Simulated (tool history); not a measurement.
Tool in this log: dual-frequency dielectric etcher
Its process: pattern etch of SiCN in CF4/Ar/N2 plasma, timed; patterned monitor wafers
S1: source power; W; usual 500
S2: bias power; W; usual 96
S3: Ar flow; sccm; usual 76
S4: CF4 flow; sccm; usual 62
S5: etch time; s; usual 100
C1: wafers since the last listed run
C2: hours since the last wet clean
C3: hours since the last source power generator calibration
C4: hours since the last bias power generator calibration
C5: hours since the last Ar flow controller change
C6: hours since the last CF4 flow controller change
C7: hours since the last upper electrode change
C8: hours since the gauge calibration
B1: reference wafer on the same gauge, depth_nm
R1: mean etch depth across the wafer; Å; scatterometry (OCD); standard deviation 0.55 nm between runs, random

Run 1, hour 0: usual settings but S4 58 sccm; C1 0; C2 153; C3 3562.7; C4 5098; C5 4383.7; C6 1574.2; C7 4226.2; C8 981.9; B1 99.5. Result: R1 958 Å.
Run 2, hour 72.1: usual settings but S4 58 sccm; C1 566; C2 225.1; C3 3634.8; C4 5170.1; C5 4455.8; C6 1646.3; C7 4298.3; C8 1054; B1 99.5. Result: R1 963 Å.
Run 3, hour 156.9: usual settings but S4 58 sccm; C1 665; C2 309.9; C3 3719.6; C4 5254.9; C5 4540.6; C6 1731.1; C7 4383.1; C8 1138.8; B1 99.4. Result: R1 952 Å.
Run 4, hour 215.8: usual settings; C1 462; C2 368.8; C3 3778.5; C4 5313.8; C5 4599.5; C6 1790; C7 4442; C8 1197.7; B1 99.6. Result: R1 965 Å.
At hour 238.6: bias power generator calibrated.
At hour 266.7: wet clean of the chamber.
At hour 276.8: CF4 flow controller replaced.
Run 5, hour 291.9: usual settings; C1 330; C2 25.2; C3 3854.6; C4 53.3; C5 4675.6; C6 15.1; C7 4518.1; C8 1273.8; B1 99.6. Result: R1 938 Å.
At hour 358.3: source power generator calibrated.
Run 6, hour 383.7: usual settings; C1 689; C2 117; C3 25.4; C4 145.1; C5 4767.4; C6 106.9; C7 4609.9; C8 1365.6; B1 99.3. Result: R1 1008 Å.
Run 7, hour 453: usual settings but S1 570 W; C1 544; C2 186.3; C3 94.7; C4 214.4; C5 4836.7; C6 176.2; C7 4679.2; C8 1434.9; B1 99.6. Result: R1 1165 Å.
Run 8, hour 501.4: usual settings but S1 570 W; C1 380; C2 234.7; C3 143.1; C4 262.8; C5 4885.1; C6 224.6; C7 4727.6; C8 1483.3; B1 99.5. Result: R1 1158 Å.
Run 9, hour 604.3: usual settings; C1 807; C2 337.6; C3 246; C4 365.7; C5 4988; C6 327.5; C7 4830.5; C8 1586.2; B1 99.6. Result: R1 1037 Å.
At hour 715.8: wet clean of the chamber.
Run 10, hour 716.3: usual settings but S2 85 W; C1 690; C2 0.5; C3 358; C4 477.7; C5 5100; C6 439.5; C7 4942.5; C8 1698.2; B1 99.6. Result: R1 952 Å.
At hour 727.4: Ar flow controller replaced.
Run 11, hour 746: usual settings; C1 186; C2 30.2; C3 387.7; C4 507.4; C5 18.6; C6 469.2; C7 4972.2; C8 1727.9; B1 99.5. Result: R1 990 Å.
Run 12, hour 810.8: usual settings but S2 111 W, S3 64 sccm, S4 76 sccm, S5 86 s; C1 508; C2 95; C3 452.5; C4 572.2; C5 83.4; C6 534; C7 5037; C8 1792.7; B1 99.3. Result: R1 926 Å.
Run 13, hour 864.6: usual settings but S5 129 s; C1 422; C2 148.8; C3 506.3; C4 626; C5 137.2; C6 587.8; C7 5090.8; C8 1846.5; B1 99.5. Result: R1 1294 Å.
At hour 936.8: upper electrode replaced.
At hour 941.1: gauge calibrated.
Run 14, hour 964.5: usual settings but S1 570 W; C1 595; C2 248.7; C3 606.2; C4 725.9; C5 237.1; C6 687.7; C7 27.7; C8 23.4; B1 99.6. Result: R1 1175 Å.
Run 15, hour 1066.4: usual settings but S2 109 W; C1 800; C2 350.6; C3 708.1; C4 827.8; C5 339; C6 789.6; C7 129.6; C8 125.3; B1 99.1. Result: R1 1062 Å.
At hour 1094.1: wet clean of the chamber.
Run 16, hour 1137.7: usual settings; C1 371; C2 43.6; C3 779.4; C4 899.1; C5 410.3; C6 860.9; C7 200.9; C8 196.6; B1 99.5. Result: R1 990 Å.
Run 17, hour 1243.2: usual settings but S1 540 W, S2 104 W, S3 90 sccm; C1 828; C2 149.1; C3 884.9; C4 1004.6; C5 515.8; C6 966.4; C7 306.4; C8 302.1; B1 99.3. Result: R1 1082 Å.
Run 18, hour 1335.2: usual settings but S4 48 sccm, S5 87.5 s; C1 722; C2 241.1; C3 976.9; C4 1096.6; C5 607.8; C6 1058.4; C7 398.4; C8 394.1; B1 99.4. Result: R1 855 Å.
Run 19, hour 1437.1: usual settings but S3 65 sccm, S4 47 sccm; C1 800; C2 343; C3 1078.8; C4 1198.5; C5 709.7; C6 1160.3; C7 500.3; C8 496; B1 99.4. Result: R1 1015 Å.
At hour 1523.5: wet clean of the chamber.
Run 20, hour 1524: usual settings but S2 103 W, S4 48 sccm; C1 493; C2 0.5; C3 1165.7; C4 1285.4; C5 796.6; C6 1247.2; C7 587.2; C8 582.9; B1 99.4. Result: R1 957 Å.

Each run again, without the hidden state but with its own random variation kept:
Hidden state present: etch rate over this chamber's usual, %; source power that arrives over what is set, %; bias power that arrives over what is set, %; Ar flow that arrives over what is set, %; CF4 flow that arrives over what is set, %; gauge reads high (%).
run    R1
  1   982
  2   981
  3   963
  4   971
  5   981
  6   985
  7  1129
  8  1117
  9   988
 10   952
 11   986
 12   915
 13  1272
 14  1142
 15  1020
 16   983
 17  1062
 18   830
 19   975
 20   957
